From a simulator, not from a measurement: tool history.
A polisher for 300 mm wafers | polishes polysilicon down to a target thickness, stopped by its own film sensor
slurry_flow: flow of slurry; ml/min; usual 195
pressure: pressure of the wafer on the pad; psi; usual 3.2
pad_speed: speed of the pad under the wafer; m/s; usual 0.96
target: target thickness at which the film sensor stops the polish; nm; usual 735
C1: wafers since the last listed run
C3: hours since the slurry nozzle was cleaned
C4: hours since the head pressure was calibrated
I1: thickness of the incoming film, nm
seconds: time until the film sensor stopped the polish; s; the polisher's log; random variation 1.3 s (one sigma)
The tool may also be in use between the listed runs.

{"run": 1, "day": 0.0, "slurry_flow": 195, "pressure": 3.2, "pad_speed": 0.96, "target": 735, "C1": 0, "wafers polished on this pad": 145, "C3": 364.6, "C4": 925.8, "I1": 1550.3, "seconds": 126.6}
{"run": 2, "day": 1.362, "slurry_flow": 195, "pressure": 3.2, "pad_speed": 0.96, "target": 735, "C1": 394, "wafers polished on this pad": 540, "C3": 397.3, "C4": 958.5, "I1": 1573.2, "seconds": 135.8}
{"run": 3, "day": 2.196, "slurry_flow": 195, "pressure": 3.2, "pad_speed": 0.96, "target": 735, "C1": 241, "wafers polished on this pad": 781, "C3": 417.3, "C4": 978.5, "I1": 1560.8, "seconds": 134}
{"day": 3.096, "done": "worn pad replaced by a new one"}
{"run": 4, "day": 3.683, "slurry_flow": 195, "pressure": 3.2, "pad_speed": 0.96, "target": 735, "C1": 382, "wafers polished on this pad": 170, "C3": 453, "C4": 1014.2, "I1": 1570.4, "seconds": 132.2}
{"run": 5, "day": 4.225, "slurry_flow": 195, "pressure": 3.2, "pad_speed": 0.96, "target": 735, "C1": 156, "wafers polished on this pad": 326, "C3": 466, "C4": 1027.2, "I1": 1565.4, "seconds": 128.4}
{"run": 6, "day": 5.492, "slurry_flow": 195, "pressure": 3.2, "pad_speed": 0.96, "target": 735, "C1": 366, "wafers polished on this pad": 693, "C3": 496.4, "C4": 1057.6, "I1": 1527.6, "seconds": 128.6}
{"run": 7, "day": 6.404, "slurry_flow": 195, "pressure": 3.9, "pad_speed": 0.96, "target": 735, "C1": 264, "wafers polished on this pad": 957, "C3": 518.3, "C4": 1079.5, "I1": 1539, "seconds": 114.9}
{"day": 6.871, "done": "worn pad replaced by a new one"}
{"day": 7.092, "done": "head pressure recalibrated"}
{"run": 8, "day": 7.296, "slurry_flow": 195, "pressure": 3.9, "pad_speed": 0.96, "target": 735, "C1": 185, "wafers polished on this pad": 98, "C3": 539.7, "C4": 4.9, "I1": 1556.7, "seconds": 111.2}
{"run": 9, "day": 8.762, "slurry_flow": 170, "pressure": 3.8, "pad_speed": 0.68, "target": 1016, "C1": 424, "wafers polished on this pad": 523, "C3": 574.9, "C4": 40.1, "I1": 1554.6, "seconds": 110.3}
{"run": 10, "day": 9.758, "slurry_flow": 235, "pressure": 2.5, "pad_speed": 1.22, "target": 525, "C1": 288, "wafers polished on this pad": 811, "C3": 598.8, "C4": 64, "I1": 1547.7, "seconds": 155.4}
{"day": 10.379, "done": "worn pad replaced by a new one"}
{"run": 11, "day": 10.938, "slurry_flow": 225, "pressure": 2.6, "pad_speed": 1.14, "target": 735, "C1": 292, "wafers polished on this pad": 162, "C3": 627.1, "C4": 92.3, "I1": 1538.5, "seconds": 126}
{"day": 12.267, "done": "slurry nozzle cleaned"}
{"run": 12, "day": 12.283, "slurry_flow": 195, "pressure": 3.2, "pad_speed": 0.96, "target": 735, "C1": 377, "wafers polished on this pad": 539, "C3": 0.4, "C4": 124.6, "I1": 1579.7, "seconds": 128.9}
{"run": 13, "day": 13.45, "slurry_flow": 195, "pressure": 2.2, "pad_speed": 0.96, "target": 735, "C1": 337, "wafers polished on this pad": 877, "C3": 28.4, "C4": 152.6, "I1": 1546.5, "seconds": 165.1}
{"day": 13.617, "done": "worn pad replaced by a new one"}
{"run": 14, "day": 14.729, "slurry_flow": 240, "pressure": 3.2, "pad_speed": 0.96, "target": 735, "C1": 321, "wafers polished on this pad": 321, "C3": 59.1, "C4": 183.3, "I1": 1519.4, "seconds": 113.9}
{"run": 15, "day": 16.038, "slurry_flow": 260, "pressure": 3.2, "pad_speed": 0.96, "target": 735, "C1": 378, "wafers polished on this pad": 700, "C3": 90.5, "C4": 214.7, "I1": 1550, "seconds": 121.4}
{"run": 16, "day": 16.55, "slurry_flow": 195, "pressure": 4.2, "pad_speed": 1.2, "target": 507, "C1": 148, "wafers polished on this pad": 848, "C3": 102.8, "C4": 227, "I1": 1550.1, "seconds": 107.2}

Forecast each of these 4 alternatives for the next run:
{"run": "A", "day": 16.567, "slurry_flow": 195, "pressure": 3.2, "pad_speed": 0.96, "target": 735, "C1": 4, "wafers polished on this pad": 853, "C3": 103.2, "C4": 227.4, "I1": 1520.7, "seconds": "?"}
{"run": "B", "day": 16.567, "slurry_flow": 240, "pressure": 3.9, "pad_speed": 0.96, "target": 878, "C1": 4, "wafers polished on this pad": 853, "C3": 103.2, "C4": 227.4, "I1": 1520.7, "seconds": "?"}
{"run": "C", "day": 16.567, "slurry_flow": 220, "pressure": 3.2, "pad_speed": 0.96, "target": 735, "C1": 4, "wafers polished on this pad": 853, "C3": 103.2, "C4": 227.4, "I1": 1520.7, "seconds": "?"}
{"run": "D", "day": 16.567, "slurry_flow": 230, "pressure": 3.2, "pad_speed": 0.96, "target": 735, "C1": 4, "wafers polished on this pad": 853, "C3": 103.2, "C4": 227.4, "I1": 1520.7, "seconds": "?"}

run=A seconds=125
run=B seconds=84.5
run=C seconds=122.2
run=D seconds=121.3
Without the tool's hidden state the same runs would have given:
run=A seconds=112.8
run=B seconds=76.9
run=C seconds=110.9
run=D seconds=110.3
